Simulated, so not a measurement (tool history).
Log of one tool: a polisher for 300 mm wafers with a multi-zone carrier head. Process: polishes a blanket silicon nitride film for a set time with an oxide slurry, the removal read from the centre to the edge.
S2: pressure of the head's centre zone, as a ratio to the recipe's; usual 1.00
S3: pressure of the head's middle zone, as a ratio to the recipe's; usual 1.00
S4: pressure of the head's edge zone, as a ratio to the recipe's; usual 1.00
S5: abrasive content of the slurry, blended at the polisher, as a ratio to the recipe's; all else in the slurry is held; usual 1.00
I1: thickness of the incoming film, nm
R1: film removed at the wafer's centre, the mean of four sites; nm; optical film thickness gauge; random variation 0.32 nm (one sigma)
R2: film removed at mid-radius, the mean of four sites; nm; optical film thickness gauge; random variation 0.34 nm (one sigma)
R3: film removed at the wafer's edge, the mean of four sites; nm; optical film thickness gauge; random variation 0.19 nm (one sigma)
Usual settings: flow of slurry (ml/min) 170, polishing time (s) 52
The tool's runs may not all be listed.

run 1 hour=0.0 | flow_of_slurry_(ml/min)=170 S2=1.00 S3=1.00 S4=1.00 S5=1.00 polishing_time_(s)=52 | I1=408.4 | R1=23.1 R2=23.3 R3=23.7
run 2 hour=31.7 | flow_of_slurry_(ml/min)=150 S2=1.00 S3=1.00 S4=1.00 S5=1.10 polishing_time_(s)=52 | I1=393.6 | R1=23.2 R2=22.7 R3=24.1
run 3 hour=58.7 | flow_of_slurry_(ml/min)=170 S2=1.00 S3=1.10 S4=0.89 S5=1.00 polishing_time_(s)=52 | I1=402.6 | R1=23.2 R2=24.9 R3=22.2
run 4 hour=90.1 | flow_of_slurry_(ml/min)=170 S2=1.00 S3=0.93 S4=1.00 S5=1.00 polishing_time_(s)=52 | I1=397.2 | R1=22.5 R2=20.8 R3=23.2
-- hour=102.7 slurry nozzle cleaned
run 5 hour=113.7 | flow_of_slurry_(ml/min)=170 S2=1.00 S3=1.00 S4=0.92 S5=1.00 polishing_time_(s)=46 | I1=406.7 | R1=23.3 R2=22.8 R3=21.9
run 6 hour=136.3 | flow_of_slurry_(ml/min)=170 S2=1.00 S3=1.00 S4=1.00 S5=1.00 polishing_time_(s)=52 | I1=400.3 | R1=26.6 R2=25.9 R3=25.3
-- hour=162.0 worn pad replaced by a new one
run 7 hour=166.5 | flow_of_slurry_(ml/min)=140 S2=1.00 S3=1.00 S4=1.00 S5=1.00 polishing_time_(s)=52 | I1=398.0 | R1=25.4 R2=25.1 R3=24.7
run 8 hour=201.5 | flow_of_slurry_(ml/min)=170 S2=0.96 S3=1.00 S4=1.05 S5=0.85 polishing_time_(s)=52 | I1=404.5 | R1=24.2 R2=24.0 R3=24.1
run 9 hour=221.7 | flow_of_slurry_(ml/min)=170 S2=1.00 S3=0.90 S4=1.00 S5=1.00 polishing_time_(s)=52 | I1=392.4 | R1=27.1 R2=24.1 R3=25.5
-- hour=244.2 carrier head's membrane replaced by a new one
run 10 hour=248.3 | flow_of_slurry_(ml/min)=170 S2=0.92 S3=1.00 S4=1.00 S5=0.90 polishing_time_(s)=44 | I1=404.7 | R1=20.3 R2=20.3 R3=20.6
run 11 hour=263.3 | flow_of_slurry_(ml/min)=170 S2=1.00 S3=1.00 S4=1.00 S5=1.00 polishing_time_(s)=52 | I1=402.0 | R1=27.2 R2=25.7 R3=25.4
run 12 hour=278.5 | flow_of_slurry_(ml/min)=170 S2=1.00 S3=1.00 S4=1.00 S5=1.00 polishing_time_(s)=52 | I1=399.0 | R1=26.9 R2=25.3 R3=25.6
run 13 hour=294.7 | flow_of_slurry_(ml/min)=150 S2=1.04 S3=1.00 S4=1.00 S5=0.75 polishing_time_(s)=52 | I1=394.1 | R1=24.7 R2=22.1 R3=22.1
run 14 hour=316.6 | flow_of_slurry_(ml/min)=170 S2=1.00 S3=1.00 S4=1.00 S5=1.00 polishing_time_(s)=52 | I1=404.4 | R1=27.5 R2=25.0 R3=25.3
-- hour=319.3 edge zone pressure recalibrated
run 15 hour=338.7 | flow_of_slurry_(ml/min)=170 S2=1.00 S3=1.00 S4=1.00 S5=1.00 polishing_time_(s)=52 | I1=399.3 | R1=27.8 R2=26.1 R3=25.3
run 16 hour=367.7 | flow_of_slurry_(ml/min)=170 S2=1.00 S3=0.97 S4=1.00 S5=1.20 polishing_time_(s)=52 | I1=399.1 | R1=30.0 R2=26.9 R3=27.0
-- hour=374.0 centre zone pressure recalibrated
-- hour=396.0 worn pad replaced by a new one
run 17 hour=400.2 | flow_of_slurry_(ml/min)=170 S2=1.00 S3=1.00 S4=1.00 S5=1.00 polishing_time_(s)=42 | I1=401.3 | R1=20.5 R2=20.5 R3=20.4
run 18 hour=413.8 | flow_of_slurry_(ml/min)=170 S2=1.12 S3=1.00 S4=1.00 S5=0.85 polishing_time_(s)=47 | I1=395.1 | R1=23.4 R2=21.9 R3=21.3
run 19 hour=448.9 | flow_of_slurry_(ml/min)=135 S2=1.04 S3=1.10 S4=1.00 S5=0.80 polishing_time_(s)=52 | I1=397.0 | R1=21.4 R2=23.4 R3=21.5
run 20 hour=466.5 | flow_of_slurry_(ml/min)=170 S2=0.93 S3=0.95 S4=1.00 S5=1.00 polishing_time_(s)=52 | I1=407.0 | R1=23.1 R2=24.1 R3=24.9
run 21 hour=501.9 | flow_of_slurry_(ml/min)=170 S2=1.00 S3=1.00 S4=1.00 S5=1.00 polishing_time_(s)=52 | I1=394.8 | R1=24.6 R2=24.8 R3=24.8

Some steps in R1 between neighbouring runs. How much of each would the tool show without its hidden state too (settings, what came in, random variation), and how much is left for the hidden state, with any gauge scatter that isn't in both results?
The hidden state here: removal rate lost through wear of the pad, %; slurry flow missing at the pad, %; deviation of the centre zone's pressure from its setpoint, %; deviation of the edge zone's pressure from its setpoint, %.
Run 4 -> 5: S3 0.93 -> 1.00, S4 1.00 -> 0.92, polishing time (s) 52 -> 46, slurry nozzle cleaned. R1 +0.8 nm: hidden state +3.8, all else -3.0.
Run 10 -> 11: S2 0.92 -> 1.00, S5 0.90 -> 1.00, polishing time (s) 44 -> 52. R1 +6.9 nm: hidden state +0.4, all else +6.5.
Run 16 -> 17: S3 0.97 -> 1.00, S5 1.20 -> 1.00, polishing time (s) 52 -> 42, centre zone pressure recalibrated, worn pad replaced by a new one. R1 -9.5 nm: hidden state -2.8, all else -6.7.

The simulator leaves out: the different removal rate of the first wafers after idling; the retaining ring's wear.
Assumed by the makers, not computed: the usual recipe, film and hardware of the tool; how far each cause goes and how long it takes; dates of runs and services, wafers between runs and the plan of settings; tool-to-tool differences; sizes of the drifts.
